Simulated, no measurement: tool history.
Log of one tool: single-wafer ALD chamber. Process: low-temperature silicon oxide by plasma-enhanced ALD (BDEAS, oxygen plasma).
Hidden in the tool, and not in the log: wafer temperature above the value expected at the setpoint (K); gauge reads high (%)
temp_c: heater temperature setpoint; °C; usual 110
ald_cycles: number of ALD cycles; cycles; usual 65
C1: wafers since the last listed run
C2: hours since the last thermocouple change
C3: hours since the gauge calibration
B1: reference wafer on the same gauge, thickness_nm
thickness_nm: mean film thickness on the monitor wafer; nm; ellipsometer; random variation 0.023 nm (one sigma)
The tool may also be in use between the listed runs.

run 1 hour=0.0 | temp_c=106 ald_cycles=75 | C1=0 C2=1179.2 C3=182.5 | B1=9.018 | thickness_nm=10.850
run 2 hour=15.2 | temp_c=110 ald_cycles=65 | C1=89 C2=1194.4 C3=197.7 | B1=9.000 | thickness_nm=9.274
run 3 hour=41.7 | temp_c=110 ald_cycles=65 | C1=156 C2=1220.9 C3=224.2 | B1=8.994 | thickness_nm=9.267
run 4 hour=66.7 | temp_c=110 ald_cycles=65 | C1=147 C2=1245.9 C3=249.2 | B1=8.981 | thickness_nm=9.228
-- hour=74.3 gauge calibrated
run 5 hour=96.1 | temp_c=100 ald_cycles=65 | C1=173 C2=1275.3 C3=21.8 | B1=9.043 | thickness_nm=9.511
run 6 hour=122.0 | temp_c=110 ald_cycles=65 | C1=152 C2=1301.2 C3=47.7 | B1=9.048 | thickness_nm=9.371
run 7 hour=177.5 | temp_c=103 ald_cycles=65 | C1=326 C2=1356.7 C3=103.2 | B1=9.030 | thickness_nm=9.435
run 8 hour=207.3 | temp_c=103 ald_cycles=65 | C1=175 C2=1386.5 C3=133.0 | B1=9.025 | thickness_nm=9.450
run 9 hour=267.9 | temp_c=122 ald_cycles=76 | C1=356 C2=1447.1 C3=193.6 | B1=8.988 | thickness_nm=10.563
-- hour=290.0 thermocouple changed; heater temperature recalibrated
-- hour=299.0 gauge calibrated
run 10 hour=299.4 | temp_c=103 ald_cycles=75 | C1=138 C2=9.4 C3=0.4 | B1=9.041 | thickness_nm=10.924
run 11 hour=312.2 | temp_c=110 ald_cycles=61 | C1=75 C2=22.2 C3=13.2 | B1=9.044 | thickness_nm=8.729
run 12 hour=339.6 | temp_c=115 ald_cycles=65 | C1=161 C2=49.6 C3=40.6 | B1=9.052 | thickness_nm=9.213
run 13 hour=353.2 | temp_c=116 ald_cycles=59 | C1=80 C2=63.2 C3=54.2 | B1=9.043 | thickness_nm=8.355
run 14 hour=379.1 | temp_c=114 ald_cycles=58 | C1=152 C2=89.1 C3=80.1 | B1=9.042 | thickness_nm=8.264
run 15 hour=406.3 | temp_c=110 ald_cycles=56 | C1=160 C2=116.3 C3=107.3 | B1=9.021 | thickness_nm=8.005
run 16 hour=428.3 | temp_c=110 ald_cycles=65 | C1=129 C2=138.3 C3=129.3 | B1=9.021 | thickness_nm=9.302
run 17 hour=444.8 | temp_c=103 ald_cycles=74 | C1=97 C2=154.8 C3=145.8 | B1=9.019 | thickness_nm=10.721

3 ways to go on from here, each from the tool as it stands after run 17. What would each give?
run A hour=445.3 | temp_c=110 ald_cycles=65 | C1=2 C2=155.3 C3=146.3 | B1=? | thickness_nm=?
run B hour=445.3 | temp_c=104 ald_cycles=73 | C1=2 C2=155.3 C3=146.3 | B1=? | thickness_nm=?
run C hour=445.3 | temp_c=105 ald_cycles=65 | C1=2 C2=155.3 C3=146.3 | B1=? | thickness_nm=?

run=A B1=9.020 thickness_nm=9.288
run=B B1=9.020 thickness_nm=10.547
run=C B1=9.020 thickness_nm=9.374
Without the tool's hidden state the same runs would have given:
run=A thickness_nm=9.325
run=B thickness_nm=10.589
run=C thickness_nm=9.411

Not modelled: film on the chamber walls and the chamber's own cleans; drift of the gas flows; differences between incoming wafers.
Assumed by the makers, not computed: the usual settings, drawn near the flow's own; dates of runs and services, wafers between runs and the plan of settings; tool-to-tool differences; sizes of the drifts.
